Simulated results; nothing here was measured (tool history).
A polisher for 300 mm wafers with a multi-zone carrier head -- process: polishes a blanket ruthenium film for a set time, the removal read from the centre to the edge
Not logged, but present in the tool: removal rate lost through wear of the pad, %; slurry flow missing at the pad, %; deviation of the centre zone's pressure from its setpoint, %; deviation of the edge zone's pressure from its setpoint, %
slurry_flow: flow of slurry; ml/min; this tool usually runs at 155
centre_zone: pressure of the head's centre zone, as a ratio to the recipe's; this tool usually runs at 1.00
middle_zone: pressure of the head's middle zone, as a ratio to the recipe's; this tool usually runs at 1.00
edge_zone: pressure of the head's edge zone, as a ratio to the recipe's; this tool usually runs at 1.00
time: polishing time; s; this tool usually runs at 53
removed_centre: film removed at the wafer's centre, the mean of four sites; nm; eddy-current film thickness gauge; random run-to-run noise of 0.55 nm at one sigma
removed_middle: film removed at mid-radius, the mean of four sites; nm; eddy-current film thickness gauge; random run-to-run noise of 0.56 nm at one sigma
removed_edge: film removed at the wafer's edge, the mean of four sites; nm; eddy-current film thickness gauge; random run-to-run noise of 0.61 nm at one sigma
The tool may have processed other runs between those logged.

| run | hour | slurry_flow | centre_zone | middle_zone | edge_zone | time | wafers since the last listed run | wafers polished on this pad | hours since the slurry nozzle was cleaned | hours since the centre zone pressure was calibrated | hours since the edge zone pressure was calibrated | hours since the carrier head's membrane was replaced | incoming thickness of the incoming film, nm | removed_centre | removed_middle | removed_edge |
|---|---|---|---|---|---|---|---|---|---|---|---|---|---|---|---|---|
| 1 | 0.0 | 155 | 1.00 | 0.88 | 1.00 | 53 | 0 | 2295 | 30.5 | 178.2 | 53.4 | 84.2 | 425.1 | 55.0 | 50.9 | 56.6 |
|  | 7.4 | worn pad replaced by a new one |
| 2 | 15.6 | 155 | 1.00 | 1.00 | 1.00 | 60 | 116 | 81 | 46.1 | 193.8 | 69.0 | 99.8 | 415.2 | 62.6 | 64.7 | 63.0 |
| 3 | 41.3 | 180 | 1.04 | 1.03 | 1.06 | 53 | 257 | 338 | 71.8 | 219.5 | 94.7 | 125.5 | 425.9 | 59.1 | 59.1 | 58.8 |
| 4 | 55.3 | 155 | 0.95 | 1.05 | 1.00 | 53 | 140 | 478 | 85.8 | 233.5 | 108.7 | 139.5 | 420.1 | 52.6 | 58.3 | 56.8 |
| 5 | 115.3 | 155 | 0.94 | 1.00 | 1.00 | 53 | 600 | 1079 | 145.8 | 293.5 | 168.7 | 199.5 | 413.0 | 50.9 | 57.0 | 56.1 |
| 6 | 130.6 | 155 | 0.94 | 1.00 | 1.00 | 53 | 153 | 1232 | 161.1 | 308.8 | 184.0 | 214.8 | 422.6 | 51.0 | 56.7 | 55.5 |
| 7 | 159.2 | 115 | 0.92 | 0.92 | 1.00 | 67 | 286 | 1518 | 189.7 | 337.4 | 212.6 | 243.4 | 422.6 | 61.1 | 65.4 | 68.9 |
| 8 | 173.4 | 155 | 1.00 | 1.00 | 1.00 | 53 | 142 | 1660 | 203.9 | 351.6 | 226.8 | 257.6 | 420.9 | 55.2 | 57.3 | 56.5 |
| 9 | 200.2 | 155 | 1.00 | 1.07 | 1.00 | 43 | 268 | 1928 | 230.7 | 378.4 | 253.6 | 284.4 | 425.9 | 43.9 | 48.2 | 46.0 |
| 10 | 223.9 | 120 | 1.00 | 1.06 | 0.94 | 69 | 237 | 2165 | 254.4 | 402.1 | 277.3 | 308.1 | 415.6 | 69.1 | 74.6 | 67.5 |
| 11 | 238.1 | 170 | 0.96 | 0.94 | 0.91 | 53 | 142 | 2307 | 268.6 | 416.3 | 291.5 | 322.3 | 417.3 | 53.1 | 55.2 | 54.5 |
| 12 | 250.4 | 155 | 1.00 | 1.00 | 1.00 | 53 | 123 | 2430 | 280.9 | 428.6 | 303.8 | 334.6 | 413.5 | 56.0 | 56.6 | 56.4 |
|  | 254.8 | worn pad replaced by a new one |
| 13 | 285.4 | 200 | 1.00 | 0.97 | 1.00 | 62 | 310 | 305 | 315.9 | 463.6 | 338.8 | 369.6 | 419.8 | 66.8 | 66.7 | 68.4 |
| 14 | 321.1 | 130 | 0.97 | 1.07 | 1.00 | 40 | 357 | 662 | 351.6 | 499.3 | 374.5 | 405.3 | 417.1 | 39.0 | 44.1 | 41.8 |
| 15 | 337.7 | 185 | 0.93 | 0.96 | 1.00 | 47 | 166 | 828 | 368.2 | 515.9 | 391.1 | 421.9 | 423.0 | 45.9 | 49.5 | 51.3 |
|  | 364.3 | slurry nozzle cleaned |
| 16 | 364.8 | 155 | 1.00 | 1.00 | 1.00 | 53 | 261 | 1089 | 0.5 | 543.0 | 418.2 | 449.0 | 426.0 | 54.5 | 57.2 | 56.2 |
| 17 | 399.0 | 155 | 1.00 | 1.07 | 1.00 | 64 | 342 | 1432 | 34.7 | 577.2 | 452.4 | 483.2 | 413.8 | 65.6 | 71.0 | 68.1 |
| 18 | 428.4 | 155 | 1.00 | 1.00 | 1.00 | 53 | 294 | 1726 | 64.1 | 606.6 | 481.8 | 512.6 | 415.5 | 56.1 | 56.1 | 56.7 |
| 19 | 464.1 | 155 | 1.00 | 1.00 | 1.00 | 53 | 357 | 2083 | 99.8 | 642.3 | 517.5 | 548.3 | 416.9 | 55.8 | 57.7 | 55.9 |
| 20 | 479.8 | 185 | 0.93 | 1.00 | 1.08 | 36 | 157 | 2240 | 115.5 | 658.0 | 533.2 | 564.0 | 413.2 | 35.5 | 39.2 | 40.2 |
| 21 | 505.6 | 155 | 1.06 | 0.90 | 0.97 | 61 | 258 | 2498 | 141.3 | 683.8 | 559.0 | 589.8 | 418.6 | 66.3 | 59.5 | 64.7 |
|  | 534.6 | worn pad replaced by a new one |
| 22 | 540.2 | 155 | 1.00 | 1.00 | 1.00 | 47 | 306 | 55 | 175.9 | 718.4 | 593.6 | 624.4 | 413.7 | 49.4 | 50.2 | 48.7 |
| 23 | 557.7 | 155 | 1.07 | 1.00 | 1.00 | 53 | 175 | 230 | 193.4 | 735.9 | 611.1 | 641.9 | 415.5 | 59.1 | 56.4 | 57.0 |
| 24 | 574.1 | 135 | 1.00 | 1.00 | 1.00 | 53 | 164 | 394 | 209.8 | 752.3 | 627.5 | 658.3 | 423.8 | 53.5 | 54.6 | 55.8 |

Here are 3 independent what-if runs from the current tool condition. What would each one return?
| A | 574.5 | 155 | 1.00 | 1.00 | 1.00 | 53 | 4 | 398 | 210.2 | 752.7 | 627.9 | 658.7 | 419.6 | ? | ? | ? |
| B | 574.5 | 155 | 1.07 | 1.00 | 0.94 | 53 | 4 | 398 | 210.2 | 752.7 | 627.9 | 658.7 | 419.6 | ? | ? | ? |
| C | 574.5 | 200 | 1.00 | 1.00 | 1.00 | 53 | 4 | 398 | 210.2 | 752.7 | 627.9 | 658.7 | 419.6 | ? | ? | ? |

| run | removed_centre | removed_middle | removed_edge |
|---|---|---|---|
| A | 54.2 | 56.8 | 55.9 |
| B | 58.0 | 56.8 | 54.4 |
| C | 56.2 | 58.7 | 57.3 |
Take away the tool's hidden state, keep each run's random variation, and the runs would have read:
| run | removed_centre | removed_middle | removed_edge |
|---|---|---|---|
| A | 54.2 | 56.8 | 55.9 |
| B | 58.0 | 56.8 | 54.4 |
| C | 56.2 | 58.7 | 57.3 |
